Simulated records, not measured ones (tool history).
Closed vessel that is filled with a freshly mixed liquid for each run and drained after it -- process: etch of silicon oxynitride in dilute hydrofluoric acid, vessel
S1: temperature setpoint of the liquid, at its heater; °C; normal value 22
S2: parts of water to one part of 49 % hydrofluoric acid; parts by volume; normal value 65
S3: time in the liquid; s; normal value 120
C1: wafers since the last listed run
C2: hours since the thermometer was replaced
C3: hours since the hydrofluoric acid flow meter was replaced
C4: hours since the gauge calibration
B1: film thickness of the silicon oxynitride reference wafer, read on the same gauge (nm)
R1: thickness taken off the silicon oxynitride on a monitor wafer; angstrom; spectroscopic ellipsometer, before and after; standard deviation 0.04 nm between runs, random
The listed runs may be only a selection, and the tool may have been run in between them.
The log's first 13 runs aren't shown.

run	day	S1	S2	S3	C1	C2	C3	C4	B1	R1
14	8.146	22	65	175	1025	48	2142.2	419.2	130.03	82.5
15	8.888	22	65	175	1754	65.8	2160	437	130.02	82.6
16	9.488	22	55	120	1419	80.2	2174.4	451.4	130.01	67.2
17	9.892	22	65	120	956	89.9	2184.1	461.1	130.03	56.5
18	10.596	22	65	150	1665	106.8	2201	478	130.01	71.6
19	11.246	26	65	60	1537	122.4	2216.6	493.6	130.03	34.8
20	11.654	25.5	65	120	966	132.2	2226.4	503.4	129.97	66.5
# day 11.762: hydrofluoric acid flow meter replaced
21	12.129	22	65	120	1025	143.6	8.8	514.8	130	65.8
22	12.433	18	35	185	719	150.9	16.1	522.1	129.99	156.7
23	13.154	22	65	55	1705	168.2	33.4	539.4	130	30.1
# day 13.75: gauge calibrated
24	13.75	22	65	120	1409	182.5	47.7	0	129.97	65.5
25	14.279	24	55	120	1251	195.2	60.4	12.7	130	87.3
26	14.917	22	65	165	1508	210.5	75.7	28	129.99	89.8
27	15.579	24	90	85	1567	226.4	91.6	43.9	129.99	36.8
28	16.233	25.5	65	140	1547	242.1	107.3	59.6	130.02	91.1
29	16.721	22	65	120	1153	253.8	119	71.3	130.03	66.6
30	17.088	17.5	65	50	867	262.6	127.8	80.1	130	21.9
31	17.567	22	90	165	1133	274.1	139.3	91.6	130.02	64.6
32	18.35	22	65	150	1853	292.9	158.1	110.4	130	82.9
33	18.85	22	65	120	1182	304.9	170.1	122.4	130.02	66.8

3 options for the next run, each taken on its own from the tool as it stands now. Forecast them:
A	18.879	18.5	65	120	69	305.6	170.8	123.1	?	?
B	18.879	22	50	145	69	305.6	170.8	123.1	?	?
C	18.879	25	40	60	69	305.6	170.8	123.1	?	?

run	B1	R1
A	130.03	55.6
B	130.03	105.1
C	130.03	63.4
Had the tool no hidden state, the same runs would have come out as:
run	R1
A	54.6
B	103.4
C	62.4
